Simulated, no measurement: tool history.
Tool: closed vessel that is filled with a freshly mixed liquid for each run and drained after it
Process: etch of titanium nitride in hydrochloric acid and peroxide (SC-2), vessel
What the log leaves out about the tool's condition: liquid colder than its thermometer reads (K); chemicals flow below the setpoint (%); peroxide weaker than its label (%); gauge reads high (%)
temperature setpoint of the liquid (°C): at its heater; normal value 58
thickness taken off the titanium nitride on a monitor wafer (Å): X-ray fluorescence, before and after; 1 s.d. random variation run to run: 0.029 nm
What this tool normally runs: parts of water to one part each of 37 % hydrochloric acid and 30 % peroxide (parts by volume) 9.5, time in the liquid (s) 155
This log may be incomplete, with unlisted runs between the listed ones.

run,hour,temperature setpoint of the liquid (°C),parts of water to one part each of 37 % hydrochloric acid and 30 % peroxide (parts by volume),time in the liquid (s),wafers since the last listed run,hours since the thermometer was replaced,hours since the chemicals flow meter was replaced,hours since the drum of peroxide was connected,hours since the gauge calibration,"read-back film thickness of the titanium nitride reference wafer, read on the same gauge (nm)",thickness taken off the titanium nitride on a monitor wafer (Å)
1,0,58,9.5,155,0,1555.4,1431.4,486,277.6,69.98,64.4
2,11.6,58,9.5,155,1424,1567,1443,497.6,289.2,69.99,63.7
3,27.5,58,9.5,155,1952,1582.9,1458.9,513.5,305.1,70.01,64
4,38.3,63,8.5,155,1326,1593.7,1469.7,524.3,315.9,70.01,96.2
5,47.4,63,8.5,155,1117,1602.8,1478.8,533.4,325,70,95.8
6,90.2,63,8.5,155,5255,1645.6,1521.6,576.2,367.8,70,95
# hour 104.5: thermometer replaced
# hour 107.4: gauge calibrated
7,107.5,58,9.5,155,2001,3,1538.9,593.5,0.1,69.99,75.5
8,121.5,58,9.5,155,1719,17,1552.9,607.5,14.1,69.99,75.6
9,135.4,53,9.5,205,1706,30.9,1566.8,621.4,28,70,72.4
10,150.8,58,8,155,1891,46.3,1582.2,636.8,43.4,70,86.4
11,163,58,9.5,155,1498,58.5,1594.4,649,55.6,70,75
12,179.5,58,9.5,155,2026,75,1610.9,665.5,72.1,70,74.6
13,197.1,58,9.5,90,2161,92.6,1628.5,683.1,89.7,70.02,43.2
14,204.7,58,5,155,933,100.2,1636.1,690.7,97.3,70,122.4
15,213.2,67.5,9.5,155,1043,108.7,1644.6,699.2,105.8,69.98,133.9
16,222.9,58,9.5,155,1191,118.4,1654.3,708.9,115.5,70.01,74.1
17,230.9,67.5,9.5,155,982,126.4,1662.3,716.9,123.5,70.01,133.2
# hour 236.2: new drum of peroxide connected
# hour 269.8: chemicals flow meter replaced
18,277.7,58,7,120,5501,173.2,7.9,41.5,170.3,70,77.1

The next listed run, before its measurement:
19,291,58,9.5,155,1633,186.5,21.2,54.8,183.6,?,?

{"run 19": {"read-back film thickness of the titanium nitride reference wafer, read on the same gauge (nm)": 69.99, "thickness taken off the titanium nitride on a monitor wafer (Å)": 78.2}}
Minus the tool's unlogged condition, the same run would have read thickness taken off the titanium nitride on a monitor wafer (Å) 81.
